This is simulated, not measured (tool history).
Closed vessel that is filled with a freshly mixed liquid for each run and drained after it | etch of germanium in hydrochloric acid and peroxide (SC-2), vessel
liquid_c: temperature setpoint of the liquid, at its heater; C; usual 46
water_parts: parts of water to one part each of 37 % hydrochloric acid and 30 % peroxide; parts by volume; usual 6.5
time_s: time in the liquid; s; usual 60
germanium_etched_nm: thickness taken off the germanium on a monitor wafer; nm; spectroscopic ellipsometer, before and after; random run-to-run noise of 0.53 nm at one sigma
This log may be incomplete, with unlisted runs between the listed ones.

run,hour,liquid_c,water_parts,time_s,wafers since the last listed run,hours since the thermometer was replaced,hours since the chemicals flow meter was replaced,hours since the drum of peroxide was connected,hours since the gauge calibration,"read-back film thickness of the germanium reference wafer, read on the same gauge (nm)",germanium_etched_nm
1,0,46,6.5,60,0,1028.1,652.2,491.1,826.3,77.57,147.5
2,60.5,46,6.5,60,3799,1088.6,712.7,551.6,886.8,77.4,147.78
# hour 77.9: gauge calibrated
3,159.4,46,6.5,60,6210,1187.5,811.6,650.5,81.5,79.22,150.45
4,218.9,46,6.5,60,3736,1247,871.1,710,141,79.06,150.63
5,324.1,46,6.5,70,6606,1352.2,976.3,815.2,246.2,78.71,172.5
# hour 374.3: chemicals flow meter replaced
6,406.6,46,6.5,70,5117,1434.7,32.3,897.7,328.7,78.43,173.02
7,462.7,46,6.5,60,3522,1490.8,88.4,953.8,384.8,78.25,148.55
8,525.7,46,6.5,60,3956,1553.8,151.4,1016.8,447.8,78.03,148.22
9,563.1,46,6.5,60,2348,1591.2,188.8,1054.2,485.2,77.93,147.65
10,635.7,46,6.5,80,4559,1663.8,261.4,1126.8,557.8,77.68,196.03
# hour 682.5: thermometer replaced
11,737.4,55,7.5,80,6323,54.9,363.1,1228.5,659.5,77.38,259.52
# hour 757: new drum of peroxide connected
12,789.3,49,5.5,85,3196,106.8,415,32.3,711.4,77.21,230.13
13,879.3,46,8.5,30,5651,196.8,505,122.3,801.4,76.9,71.69
14,977.1,46,6.5,90,6141,294.6,602.8,220.1,899.2,76.6,219.16
# hour 982.9: gauge calibrated
15,1013.2,46,6.5,60,2266,330.7,638.9,256.2,30.3,79.69,150.12
16,1065.2,46,4.5,60,3265,382.7,690.9,308.2,82.3,79.5,152.25
17,1162,43,8.5,60,6078,479.5,787.7,405,179.1,79.2,133.77
18,1232.1,46,6.5,60,4402,549.6,857.8,475.1,249.2,78.99,149.43

What if the next run were any one of these 5? Each begins from the tool's condition after run 18:
A,1232.8,46,6.5,60,43,550.3,858.5,475.8,249.9,?,?
B,1232.8,54.5,6.5,50,43,550.3,858.5,475.8,249.9,?,?
C,1232.8,46,6.5,85,43,550.3,858.5,475.8,249.9,?,?
D,1232.8,56,8,45,43,550.3,858.5,475.8,249.9,?,?
E,1232.8,51,5.5,60,43,550.3,858.5,475.8,249.9,?,?

run,"read-back film thickness of the germanium reference wafer, read on the same gauge (nm)",germanium_etched_nm
A,78.96,149.72
B,78.96,163.65
C,78.96,212.11
D,78.96,152.24
E,78.96,177.14
With the hidden condition removed and each run's random variation left untouched, the same runs would have given:
run,germanium_etched_nm
A,151.69
B,165.8
C,214.9
D,154.24
E,179.47
